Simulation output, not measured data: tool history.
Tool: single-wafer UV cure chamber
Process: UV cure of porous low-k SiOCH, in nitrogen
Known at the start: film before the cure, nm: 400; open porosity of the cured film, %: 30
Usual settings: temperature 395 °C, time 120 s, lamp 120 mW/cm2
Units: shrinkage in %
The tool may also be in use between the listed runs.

run	day	temperature	time	lamp	shrinkage
1	0	390	70	120	8.908
2	2.867	390	70	120	8.747
3	7.038	390	70	120	8.407
4	9.317	395	120	92	9.814
# day 12.354: quartz window cleaned
5	12.675	395	120	92	10.301
6	14.867	395	120	139	12.48
# day 18.3: UV bulbs replaced
7	26.896	395	120	139	12.694
8	30.138	395	120	139	12.574
9	34.146	395	120	120	11.639
10	38.433	395	105	89	9.009
11	42.304	405	120	120	10.835
# day 42.675: quartz window cleaned
12	44.262	395	120	120	11.887
13	48.458	395	120	120	11.845
14	51.612	395	120	120	11.673
15	55.7	395	120	120	11.703
16	57.354	395	120	120	11.5
17	61.496	395	120	120	11.458
18	64.221	395	120	120	11.096
19	67.362	395	120	135	11.432
# day 68.758: quartz window cleaned
# day 68.996: UV bulbs replaced
20	70.812	395	120	135	13.044
21	72.812	395	120	120	12.129
22	75.533	395	120	120	11.905
23	77.379	381	165	108	13.074
24	88.154	395	120	120	11.59
25	90.462	381	120	120	11.044
26	92.383	395	95	87	8.614
27	97.262	381	160	148	13.412
# day 99.45: quartz window cleaned
28	101.6	381	140	120	12.242
29	104.588	395	155	98	11.789
30	108.642	379	120	120	11.135
31	111.754	384	170	120	13.232
32	113.742	395	120	120	11.2
33	117.129	395	120	120	11.053
34	118.692	395	165	120	12.649
35	121.508	405	85	146	10.081
36	124.292	404	120	120	10.6
# day 126.267: quartz window cleaned
# day 126.871: UV bulbs replaced
37	127.829	395	150	120	13.203
38	129.912	395	95	130	11.391
39	132.262	404	185	99	13.672
40	134.771	389	120	120	11.832
41	137.804	395	120	103	11.259
42	140.496	395	120	138	12.282

Hidden state or all else? Some run-to-run changes of shrinkage, split into what the settings, what came in and random variation would give without the hidden state, and what is left for the hidden state (with any gauge scatter that isn't in both results):
The hidden state here: lamp output below its setpoint, %; transmission lost against a clean window, %.
Run 9 -> 10: time 120 -> 105, lamp 120 -> 89. shrinkage -2.63 %: hidden state -0.273, all else -2.357.
Run 11 -> 12: temperature 405 -> 395, quartz window cleaned. shrinkage +1.052 %: hidden state +1.103, all else -0.051.
Run 19 -> 20: quartz window cleaned, UV bulbs replaced. shrinkage +1.612 %: hidden state +1.404, all else +0.208.
Run 26 -> 27: temperature 395 -> 381, time 95 -> 160, lamp 87 -> 148. shrinkage +4.798 %: hidden state -0.507, all else +5.305.
Run 36 -> 37: temperature 404 -> 395, time 120 -> 150, quartz window cleaned, UV bulbs replaced. shrinkage +2.603 %: hidden state +1.687, all else +0.916.
